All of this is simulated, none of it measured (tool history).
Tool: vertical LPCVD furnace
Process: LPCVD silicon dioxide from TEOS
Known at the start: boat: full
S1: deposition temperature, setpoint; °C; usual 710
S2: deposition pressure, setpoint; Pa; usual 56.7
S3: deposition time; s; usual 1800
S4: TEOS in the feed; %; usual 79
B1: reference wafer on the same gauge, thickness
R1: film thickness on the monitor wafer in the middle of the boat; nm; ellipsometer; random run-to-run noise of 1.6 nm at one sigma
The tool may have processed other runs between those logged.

run 1 hour=0 | S1=710 S2=56.7 S3=1800 S4=79 | B1=352.99 | R1=369.02
run 2 hour=14.5 | S1=710 S2=56.7 S3=1800 S4=79 | B1=353 | R1=370.43
run 3 hour=32.2 | S1=705 S2=56.7 S3=1440 S4=79 | B1=352.88 | R1=265.03
-- hour=65.1 thermocouples replaced and temperature profile calibrated
run 4 hour=65.6 | S1=706 S2=46 S3=1800 S4=79 | B1=353.01 | R1=304.35
run 5 hour=68.9 | S1=706 S2=46 S3=1800 S4=79 | B1=353.05 | R1=304.34
-- hour=106.7 gauge calibrated
-- hour=123.2 TEOS flow controller replaced
run 6 hour=123.7 | S1=715 S2=53.3 S3=1800 S4=79 | B1=352.79 | R1=404.45
run 7 hour=127 | S1=715 S2=53.3 S3=1800 S4=79 | B1=353.73 | R1=400.27
run 8 hour=134.7 | S1=715 S2=53.3 S3=1800 S4=79 | B1=353.18 | R1=402.17
run 9 hour=147.2 | S1=701 S2=56.7 S3=1800 S4=79 | B1=353.06 | R1=300.81
run 10 hour=194.5 | S1=710 S2=65.3 S3=1980 S4=79 | B1=353.25 | R1=437.05
run 11 hour=205.6 | S1=710 S2=56.7 S3=1800 S4=79 | B1=352.75 | R1=367.98
run 12 hour=217.2 | S1=710 S2=56.7 S3=1110 S4=92 | B1=352.61 | R1=247.97
run 13 hour=255.7 | S1=704 S2=66 S3=1800 S4=79 | B1=352.93 | R1=347.28
run 14 hour=292.9 | S1=710 S2=48.7 S3=1800 S4=92 | B1=352.67 | R1=370.95
-- hour=319.9 pressure gauge zeroed
run 15 hour=320.4 | S1=714 S2=56.7 S3=1800 S4=79 | B1=352.75 | R1=404.97
run 16 hour=323.7 | S1=714 S2=42.7 S3=1800 S4=79 | B1=352.85 | R1=352.69
run 17 hour=327 | S1=710 S2=64.7 S3=1140 S4=95 | B1=352.82 | R1=274.85
run 18 hour=337.4 | S1=710 S2=56.7 S3=1800 S4=79 | B1=353.46 | R1=370.32
run 19 hour=347.6 | S1=710 S2=56.7 S3=1800 S4=79 | B1=352.98 | R1=370.32
run 20 hour=375.8 | S1=704 S2=56.7 S3=1440 S4=73 | B1=353.55 | R1=248.68
run 21 hour=384.2 | S1=716 S2=56.7 S3=1800 S4=79 | B1=352.95 | R1=425.74
run 22 hour=392.3 | S1=710 S2=67.3 S3=2070 S4=79 | B1=353.1 | R1=465.9
run 23 hour=404.7 | S1=710 S2=56.7 S3=1800 S4=79 | B1=352.79 | R1=370.54
run 24 hour=421.1 | S1=702 S2=45.3 S3=2010 S4=65 | B1=352.77 | R1=279.23
run 25 hour=437.4 | S1=710 S2=52 S3=1800 S4=79 | B1=353.35 | R1=352.26
run 26 hour=449.1 | S1=710 S2=62.7 S3=1560 S4=94 | B1=353.11 | R1=367.42
run 27 hour=456.6 | S1=710 S2=56.7 S3=1800 S4=79 | B1=353.22 | R1=372.02
run 28 hour=467.3 | S1=710 S2=56.7 S3=2220 S4=79 | B1=353.67 | R1=458.35
run 29 hour=483.3 | S1=714 S2=56.7 S3=1260 S4=74 | B1=352.95 | R1=273.49
run 30 hour=496.3 | S1=720 S2=48 S3=2160 S4=87 | B1=353.41 | R1=535.28

What was the tool's hidden state at every run in the log?
true tube temperature minus thermocouple reading, K: 0 in every run
true pressure minus gauge reading, mTorr: 0 in every run
deviation of the TEOS flow from its setpoint, %: 0 in every run
gauge reads high (%): 0 in every run
